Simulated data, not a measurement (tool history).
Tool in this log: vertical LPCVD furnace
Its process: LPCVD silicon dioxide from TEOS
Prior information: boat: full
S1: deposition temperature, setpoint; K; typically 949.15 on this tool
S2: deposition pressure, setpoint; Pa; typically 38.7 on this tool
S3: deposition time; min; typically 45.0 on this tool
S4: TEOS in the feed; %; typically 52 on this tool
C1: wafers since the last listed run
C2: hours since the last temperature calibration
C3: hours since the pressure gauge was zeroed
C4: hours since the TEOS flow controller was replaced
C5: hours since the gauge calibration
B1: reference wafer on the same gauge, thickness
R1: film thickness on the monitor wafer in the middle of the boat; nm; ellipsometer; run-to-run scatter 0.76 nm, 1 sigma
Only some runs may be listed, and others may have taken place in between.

run    hour      S1    S2    S3  S4    C1      C2      C3      C4      C5      B1      R1
  1     0.0  949.15  38.7  45.0  52     0  2495.1   836.5  5174.9   352.6  124.94  151.07
  2    98.3  949.15  38.7  45.0  52  1675  2593.4   934.8  5273.2   450.9  125.20  151.88
  3   185.0  949.15  38.7  45.0  52  1478  2680.1  1021.5  5359.9   537.6  125.26  151.04
  4   258.5  949.15  38.7  31.0  52  1252  2753.6  1095.0  5433.4   611.1  125.17  103.52
  5   295.6  949.15  38.7  31.0  52   632  2790.7  1132.1  5470.5   648.2  124.62  103.88
  6   372.8  949.15  31.3  39.5  52  1316  2867.9  1209.3  5547.7   725.4  124.74  119.82
  7   469.6  949.15  31.3  39.5  52  1650  2964.7  1306.1  5644.5   822.2  125.39  119.92
  8   557.2  949.15  31.3  39.5  52  1493  3052.3  1393.7  5732.1   909.8  124.84  119.06
  9   623.7  949.15  38.7  45.0  52  1133  3118.8  1460.2  5798.6   976.3  125.25  152.37
 10   803.3  949.15  38.7  45.0  52  3061  3298.4  1639.8  5978.2  1155.9  125.04  151.39
 11   884.1  949.15  34.7  45.0  52  1377  3379.2  1720.6  6059.0  1236.7  124.92  143.81
 12   970.0  949.15  34.7  45.0  52  1464  3465.1  1806.5  6144.9  1322.6  124.96  142.29
     1003.5  -- thermocouples replaced and temperature profile calibrated
 13  1007.6  949.15  34.7  45.0  52   231     4.1  1844.1  6182.5  1360.2  125.01  143.10
 14  1101.0  949.15  38.7  45.0  52  1592    97.5  1937.5  6275.9  1453.6  124.87  151.04
 15  1191.4  949.15  38.7  58.5  52  1541   187.9  2027.9  6366.3  1544.0  125.20  194.73
     1270.2  -- pressure gauge zeroed
 16  1282.9  949.15  38.7  45.0  52  1150   279.4    12.7  6457.8  1635.5  125.00  152.35
 17  1343.7  949.15  38.7  59.5  52  1036   340.2    73.5  6518.6  1696.3  124.86  200.40
 18  1393.5  949.15  48.0  45.0  52   848   390.0   123.3  6568.4  1746.1  125.28  167.31
 19  1460.1  949.15  35.3  32.5  52  1135   456.6   189.9  6635.0  1812.7  125.45  104.74
 20  1561.5  949.15  38.7  27.5  59  1728   558.0   291.3  6736.4  1914.1  125.07   97.28
     1567.1  -- gauge calibrated
 21  1669.4  949.15  32.0  45.0  52  1839   665.9   399.2  6844.3   102.3  125.07  137.75
 22  1737.5  953.15  38.7  45.0  59  1160   734.0   467.3  6912.4   170.4  124.95  177.73
 23  1791.5  949.15  35.3  45.0  52   920   788.0   521.3  6966.4   224.4  124.85  144.97
     1934.1  -- TEOS flow controller replaced
 24  2035.2  952.15  38.7  45.0  52  3745  1031.7   765.0   101.1   468.1  125.23  162.01
 25  2092.8  937.15  38.7  45.0  45   981  1089.3   822.6   158.7   525.7  125.10  104.92
 26  2154.3  949.15  31.3  39.5  52  1048  1150.8   884.1   220.2   587.2  124.73  119.25
 27  2192.6  944.15  38.7  29.0  52   652  1189.1   922.4   258.5   625.5  125.22   85.47
 28  2291.6  949.15  38.7  45.0  52  1687  1288.1  1021.4   357.5   724.5  125.20  151.22
 29  2547.6  958.15  38.7  62.0  58  4364  1544.1  1277.4   613.5   980.5  124.82  272.75

Hidden state at the last listed run before each entry between runs and at the first one after, where it differs:
Logged between run 12 and run 13: thermocouples replaced and temperature profile calibrated (hour 1003.5)
  both runs share identical hidden conditions
Logged between run 15 and run 16: pressure gauge zeroed (hour 1270.2)
  both runs share identical hidden conditions
Logged between run 20 and run 21: gauge calibrated (hour 1567.1)
  both runs share identical hidden conditions
Logged between run 23 and run 24: TEOS flow controller replaced (hour 1934.1)
  both runs share identical hidden conditions
